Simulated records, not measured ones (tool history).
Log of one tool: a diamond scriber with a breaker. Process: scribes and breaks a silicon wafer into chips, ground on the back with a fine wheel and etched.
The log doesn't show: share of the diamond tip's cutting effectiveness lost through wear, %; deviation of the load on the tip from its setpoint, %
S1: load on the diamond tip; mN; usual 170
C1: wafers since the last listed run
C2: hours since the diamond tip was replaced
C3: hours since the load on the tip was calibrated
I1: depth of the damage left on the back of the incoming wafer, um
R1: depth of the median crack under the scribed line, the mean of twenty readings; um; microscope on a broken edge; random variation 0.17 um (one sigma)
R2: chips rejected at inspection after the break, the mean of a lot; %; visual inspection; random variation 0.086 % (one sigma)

run	day	S1	C1	C2	C3	I1	R1	R2
1	0.000	170	0	95.9	43.2	0.38	9.36	1.39
2	0.512	170	24	108.2	55.5	0.75	9.47	1.48
3	1.358	170	39	128.5	75.8	0.34	9.23	1.40
4	2.096	159	34	146.2	93.5	0.78	8.76	2.33
5	3.046	170	44	169.0	116.3	0.41	9.46	1.75
6	3.771	170	34	186.4	133.7	0.54	9.02	1.99
7	4.492	170	33	203.7	151.0	0.51	8.72	2.06
8	5.988	206	70	239.6	186.9	0.51	10.20	1.47
9	6.858	206	40	260.5	207.8	0.68	10.06	1.31
10	7.529	206	31	276.6	223.9	0.34	9.96	1.30
# day 8.450: diamond tip replaced by a new one
11	8.608	135	46	3.8	249.8	0.41	8.51	2.74
12	9.533	187	43	26.0	272.0	0.76	10.78	2.21
13	10.262	187	34	43.5	289.5	0.68	11.02	1.87
14	11.517	170	58	73.6	319.6	0.49	10.04	1.26
15	12.375	170	40	94.2	340.2	0.71	9.79	1.16
16	13.612	190	58	123.9	369.9	0.46	10.36	1.63
17	14.396	190	36	142.7	388.7	0.62	10.84	1.50
18	15.642	190	58	172.6	418.6	0.60	10.35	1.48
19	16.412	170	36	191.1	437.1	0.72	9.30	1.18
20	18.025	193	75	229.8	475.8	0.73	10.16	1.34
21	19.446	209	66	263.9	509.9	0.80	11.00	1.77
22	20.838	190	65	297.3	543.3	0.76	9.43	1.24
# day 21.246: diamond tip replaced by a new one
23	21.783	170	40	12.9	566.0	0.76	10.74	1.67
# day 22.933: load on the tip recalibrated
24	22.954	201	51	41.0	0.5	0.42	11.05	1.76
25	24.325	212	64	73.9	33.4	0.71	11.11	2.39
26	26.329	203	94	122.0	81.5	0.58	10.72	1.44
27	27.300	200	45	145.3	104.8	0.65	10.54	1.27
28	27.929	134	29	160.4	119.9	0.48	7.37	5.60
29	29.412	170	69	196.0	155.5	0.67	8.93	1.96
30	30.425	148	47	220.3	179.8	0.49	8.11	5.45
31	31.712	133	60	251.2	210.7	0.57	7.32	9.23
32	32.604	184	41	272.6	232.1	0.30	9.25	1.54
33	33.496	211	41	294.0	253.5	0.35	10.44	1.19
# day 33.633: diamond tip replaced by a new one
34	34.600	190	47	23.2	280.0	0.47	11.30	2.29
35	35.238	202	29	38.5	295.3	0.73	11.70	3.43
36	36.450	185	56	67.6	324.4	0.52	10.93	1.95
37	37.646	170	56	96.3	353.1	0.42	9.88	1.30
38	38.167	170	24	108.8	365.6	0.53	10.12	1.21
39	39.608	128	67	143.4	400.2	0.74	7.80	5.59

Forecast each of these 4 alternatives for the next run:
A	39.638	170	1	144.1	400.9	0.63	?	?
B	39.638	131	1	144.1	400.9	0.63	?	?
C	39.638	151	1	144.1	400.9	0.63	?	?
D	39.638	145	1	144.1	400.9	0.63	?	?

run	R1	R2
A	9.98	1.13
B	8.17	4.64
C	9.12	1.93
D	8.84	2.50
Without the tool's hidden state the same runs would have given:
run	R1	R2
A	10.07	1.13
B	8.25	4.35
C	9.20	1.79
D	8.92	2.32
